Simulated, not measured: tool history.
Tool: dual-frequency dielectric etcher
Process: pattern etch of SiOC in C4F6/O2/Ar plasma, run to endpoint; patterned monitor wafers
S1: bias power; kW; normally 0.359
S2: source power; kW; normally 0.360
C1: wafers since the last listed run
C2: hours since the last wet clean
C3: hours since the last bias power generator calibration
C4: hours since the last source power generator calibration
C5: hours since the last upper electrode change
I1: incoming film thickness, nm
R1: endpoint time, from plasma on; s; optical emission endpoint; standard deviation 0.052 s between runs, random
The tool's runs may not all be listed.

run   hour     S1     S2   C1     C2      C3      C4      C5     I1    R1
  1    0.0  0.359  0.360    0   62.5  4834.6  4143.8  3427.9  42.25  16.9
  2   48.5  0.323  0.360  630  111.0  4883.1  4192.3  3476.4  42.48  17.6
  3   69.8  0.380  0.360  276  132.3  4904.4  4213.6  3497.7  42.67  16.9
     123.2  -- bias power generator calibrated
  4  143.7  0.380  0.360  908  206.2    20.5  4287.5  3571.6  42.51  16.7
  5  170.5  0.337  0.380  348  233.0    47.3  4314.3  3598.4  42.84  17.3
  6  199.4  0.337  0.380  375  261.9    76.2  4343.2  3627.3  43.27  17.5
     210.5  -- source power generator calibrated
  7  211.9  0.337  0.380  110  274.4    88.7     1.4  3639.8  43.00  17.3
  8  246.1  0.391  0.360  444  308.6   122.9    35.6  3674.0  42.74  16.8
  9  273.9  0.391  0.360  361  336.4   150.7    63.4  3701.8  42.95  17.0
 10  289.9  0.391  0.360  207  352.4   166.7    79.4  3717.8  42.69  16.9
 11  315.4  0.359  0.360  331  377.9   192.2   104.9  3743.3  42.60  17.2
 12  341.8  0.359  0.320  342  404.3   218.6   131.3  3769.7  43.25  18.3
 13  376.7  0.416  0.360  453  439.2   253.5   166.2  3804.6  42.32  16.4
 14  399.4  0.391  0.360  294  461.9   276.2   188.9  3827.3  42.56  16.9
 15  414.7  0.359  0.410  198  477.2   291.5   204.2  3842.6  43.28  16.8
 16  447.5  0.270  0.320  426  510.0   324.3   237.0  3875.4  42.70  19.9
 17  483.6  0.359  0.360  469  546.1   360.4   273.1  3911.5  43.29  17.7
 18  505.6  0.359  0.360  285  568.1   382.4   295.1  3933.5  42.85  17.5
     536.5  -- wet clean of the chamber
     560.7  -- upper electrode replaced
 19  561.2  0.301  0.310   98   24.7   438.0   350.7     0.5  42.90  19.0
 20  561.5  0.359  0.360    3   25.0   438.3   351.0     0.8  42.62  17.1
 21  584.1  0.359  0.280  293   47.6   460.9   373.6    23.4  43.05  18.8
 22  603.5  0.310  0.410  252   67.0   480.3   393.0    42.8  42.62  17.1
 23  626.9  0.414  0.280  304   90.4   503.7   416.4    66.2  42.75  17.9
 24  660.8  0.359  0.360  440  124.3   537.6   450.3   100.1  42.88  17.2
 25  678.5  0.389  0.450  229  142.0   555.3   468.0   117.8  42.58  15.3

For run 26, what comes out?
 26  696.9  0.285  0.450  239  160.4  573.7  486.4  136.2  43.00   ?

Run 26 gave R1 17.0 s.
Had the tool carried no hidden state, the very same run would have given R1 16.9 s.
